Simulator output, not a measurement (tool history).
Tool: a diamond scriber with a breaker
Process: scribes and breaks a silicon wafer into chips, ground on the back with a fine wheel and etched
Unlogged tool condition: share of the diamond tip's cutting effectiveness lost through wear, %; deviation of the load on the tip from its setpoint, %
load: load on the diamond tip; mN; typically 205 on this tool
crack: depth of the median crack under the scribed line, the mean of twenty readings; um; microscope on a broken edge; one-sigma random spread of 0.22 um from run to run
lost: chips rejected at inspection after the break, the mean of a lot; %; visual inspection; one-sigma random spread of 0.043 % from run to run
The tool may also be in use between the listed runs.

run,hour,load,wafers since the last listed run,hours since the diamond tip was replaced,hours since the load on the tip was calibrated,"incoming depth of the damage left on the back of the incoming wafer, um",crack,lost
1,0,205,0,407.4,1422.2,0.78,10.72,2.84
2,64,205,310,471.4,1486.2,0.62,10.07,2.97
3,244.1,205,874,651.5,1666.3,0.52,10,3
4,288.3,205,214,695.7,1710.5,0.78,10.35,3.27
5,454,205,804,861.4,1876.2,0.45,9.79,3.33
# hour 467.5: load on the tip recalibrated
# hour 469.8: diamond tip replaced by a new one
6,491.8,254,164,22,24.3,0.67,12.95,3.22
7,551.8,185,291,82,84.3,0.42,10.45,2.72
8,598.9,232,228,129.1,131.4,0.62,11.15,1.42
9,658.7,175,290,188.9,191.2,0.38,9.91,5.25
10,692.6,146,164,222.8,225.1,0.75,8.61,11.45
11,757.1,179,313,287.3,289.6,0.66,9.48,5.69
12,818.3,236,297,348.5,350.8,0.77,11.6,1.33
13,874,253,270,404.2,406.5,0.46,11.45,1.41
14,927.8,205,261,458,460.3,0.32,10.29,3.03

Run-by-run hidden state of the tool:
deviation of the load on the tip from its setpoint, %: 0 at every run
H1: share of the diamond tip's cutting effectiveness lost through wear, %
run,H1
1,13.5
2,14.3
3,15.8
4,16
5,16.6
6,2.5
7,5.59
8,7.59
9,9.68
10,10.7
11,12.3
12,13.5
13,14.3
14,15

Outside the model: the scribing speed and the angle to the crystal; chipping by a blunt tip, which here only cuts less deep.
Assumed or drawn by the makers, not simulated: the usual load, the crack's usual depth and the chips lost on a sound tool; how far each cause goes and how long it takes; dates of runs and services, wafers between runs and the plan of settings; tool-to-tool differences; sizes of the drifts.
